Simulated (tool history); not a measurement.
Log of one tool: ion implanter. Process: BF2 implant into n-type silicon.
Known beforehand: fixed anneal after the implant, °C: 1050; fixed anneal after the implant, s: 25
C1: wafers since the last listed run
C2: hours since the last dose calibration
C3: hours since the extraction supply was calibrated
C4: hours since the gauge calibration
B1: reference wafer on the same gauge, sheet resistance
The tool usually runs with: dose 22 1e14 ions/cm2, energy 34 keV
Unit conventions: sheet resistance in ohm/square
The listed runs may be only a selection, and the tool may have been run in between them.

run 1 hour=0 | dose=22 energy=37.5 | C1=0 C2=1540.4 C3=2096.6 C4=671.7 | B1=102.18 | sheet_resistance=83.64
run 2 hour=34.7 | dose=22 energy=37.5 | C1=808 C2=1575.1 C3=2131.3 C4=706.4 | B1=102.11 | sheet_resistance=83.44
run 3 hour=61.5 | dose=22 energy=37.5 | C1=624 C2=1601.9 C3=2158.1 C4=733.2 | B1=102.12 | sheet_resistance=83.65
run 4 hour=98.8 | dose=22 energy=34 | C1=869 C2=1639.2 C3=2195.4 C4=770.5 | B1=102.16 | sheet_resistance=86.51
run 5 hour=125.3 | dose=22 energy=34 | C1=617 C2=1665.7 C3=2221.9 C4=797 | B1=102.11 | sheet_resistance=86.63
run 6 hour=178.7 | dose=22 energy=34 | C1=1244 C2=1719.1 C3=2275.3 C4=850.4 | B1=102.12 | sheet_resistance=86.61
run 7 hour=235.6 | dose=22 energy=34 | C1=1326 C2=1776 C3=2332.2 C4=907.3 | B1=102.04 | sheet_resistance=86.28
-- hour=261.8 gauge calibrated
run 8 hour=279.8 | dose=22 energy=34 | C1=1030 C2=1820.2 C3=2376.4 C4=18 | B1=103.58 | sheet_resistance=87.73
run 9 hour=305 | dose=22 energy=34 | C1=587 C2=1845.4 C3=2401.6 C4=43.2 | B1=103.43 | sheet_resistance=87.54
run 10 hour=366.7 | dose=22 energy=34 | C1=1438 C2=1907.1 C3=2463.3 C4=104.9 | B1=103.17 | sheet_resistance=87.26
run 11 hour=404.7 | dose=22 energy=34 | C1=885 C2=1945.1 C3=2501.3 C4=142.9 | B1=102.89 | sheet_resistance=87.29
run 12 hour=456.6 | dose=22 energy=34 | C1=1209 C2=1997 C3=2553.2 C4=194.8 | B1=102.66 | sheet_resistance=86.95
run 13 hour=516.9 | dose=22 energy=28.5 | C1=1405 C2=2057.3 C3=2613.5 C4=255.1 | B1=102.43 | sheet_resistance=92.71
run 14 hour=558.7 | dose=22 energy=34 | C1=974 C2=2099.1 C3=2655.3 C4=296.9 | B1=102.37 | sheet_resistance=87.1
run 15 hour=619 | dose=22 energy=34 | C1=1405 C2=2159.4 C3=2715.6 C4=357.2 | B1=102.19 | sheet_resistance=86.4
run 16 hour=671.1 | dose=22 energy=34 | C1=1214 C2=2211.5 C3=2767.7 C4=409.3 | B1=102.12 | sheet_resistance=86.72
run 17 hour=705.7 | dose=15.56 energy=34 | C1=806 C2=2246.1 C3=2802.3 C4=443.9 | B1=102.06 | sheet_resistance=96.28
run 18 hour=753.6 | dose=22 energy=34 | C1=1116 C2=2294 C3=2850.2 C4=491.8 | B1=101.94 | sheet_resistance=86.49
run 19 hour=824.4 | dose=25.98 energy=28 | C1=1650 C2=2364.8 C3=2921 C4=562.6 | B1=101.83 | sheet_resistance=89.66
run 20 hour=867.2 | dose=22 energy=34 | C1=997 C2=2407.6 C3=2963.8 C4=605.4 | B1=101.8 | sheet_resistance=86.3
run 21 hour=926.6 | dose=16.41 energy=38.5 | C1=1384 C2=2467 C3=3023.2 C4=664.8 | B1=101.76 | sheet_resistance=90.42
run 22 hour=964.9 | dose=22 energy=34 | C1=892 C2=2505.3 C3=3061.5 C4=703.1 | B1=101.77 | sheet_resistance=86.26
run 23 hour=1001.8 | dose=19.15 energy=34 | C1=860 C2=2542.2 C3=3098.4 C4=740 | B1=101.68 | sheet_resistance=89.35
-- hour=1007.4 gauge calibrated
-- hour=1019.3 Faraday cup replaced and dose calibrated
run 24 hour=1029.5 | dose=17.66 energy=30 | C1=459 C2=10.2 C3=3126.1 C4=22.1 | B1=103.71 | sheet_resistance=97.15
run 25 hour=1085.7 | dose=22 energy=34 | C1=1310 C2=66.4 C3=3182.3 C4=78.3 | B1=103.45 | sheet_resistance=87.7
-- hour=1121.2 extraction supply calibrated
run 26 hour=1121.7 | dose=18.17 energy=34 | C1=652 C2=102.4 C3=0.5 C4=114.3 | B1=103.17 | sheet_resistance=92.11
run 27 hour=1144.3 | dose=22 energy=34 | C1=526 C2=125 C3=23.1 C4=136.9 | B1=103.01 | sheet_resistance=87.62
run 28 hour=1170.9 | dose=22 energy=34 | C1=620 C2=151.6 C3=49.7 C4=163.5 | B1=102.93 | sheet_resistance=87.1
run 29 hour=1238 | dose=17.71 energy=45 | C1=1564 C2=218.7 C3=116.8 C4=230.6 | B1=102.67 | sheet_resistance=84.59
run 30 hour=1282.1 | dose=22 energy=34 | C1=1028 C2=262.8 C3=160.9 C4=274.7 | B1=102.64 | sheet_resistance=87.01
run 31 hour=1349.8 | dose=18.73 energy=39.5 | C1=1578 C2=330.5 C3=228.6 C4=342.4 | B1=102.41 | sheet_resistance=86.04
run 32 hour=1388.9 | dose=17.79 energy=39 | C1=911 C2=369.6 C3=267.7 C4=381.5 | B1=102.3 | sheet_resistance=87.72
run 33 hour=1426 | dose=27.25 energy=26.5 | C1=864 C2=406.7 C3=304.8 C4=418.6 | B1=102.27 | sheet_resistance=91.4

Consider 4 possible next runs. They are alternatives, not a sequence: every one starts from the tool as it was left by run 33. What does each give?
run A hour=1426.4 | dose=22 energy=45 | C1=9 C2=407.1 C3=305.2 C4=419 | B1=? | sheet_resistance=?
run B hour=1426.4 | dose=22 energy=40.5 | C1=9 C2=407.1 C3=305.2 C4=419 | B1=? | sheet_resistance=?
run C hour=1426.4 | dose=16.27 energy=39 | C1=9 C2=407.1 C3=305.2 C4=419 | B1=? | sheet_resistance=?
run D hour=1426.4 | dose=18.71 energy=24 | C1=9 C2=407.1 C3=305.2 C4=419 | B1=? | sheet_resistance=?

run=A B1=102.22 sheet_resistance=78.16
run=B B1=102.22 sheet_resistance=81.36
run=C B1=102.22 sheet_resistance=91.09
run=D B1=102.22 sheet_resistance=101.19
Without the tool's unlogged condition, the same runs would have read:
run=A sheet_resistance=79.51
run=B sheet_resistance=82.76
run=C sheet_resistance=92.66
run=D sheet_resistance=102.93

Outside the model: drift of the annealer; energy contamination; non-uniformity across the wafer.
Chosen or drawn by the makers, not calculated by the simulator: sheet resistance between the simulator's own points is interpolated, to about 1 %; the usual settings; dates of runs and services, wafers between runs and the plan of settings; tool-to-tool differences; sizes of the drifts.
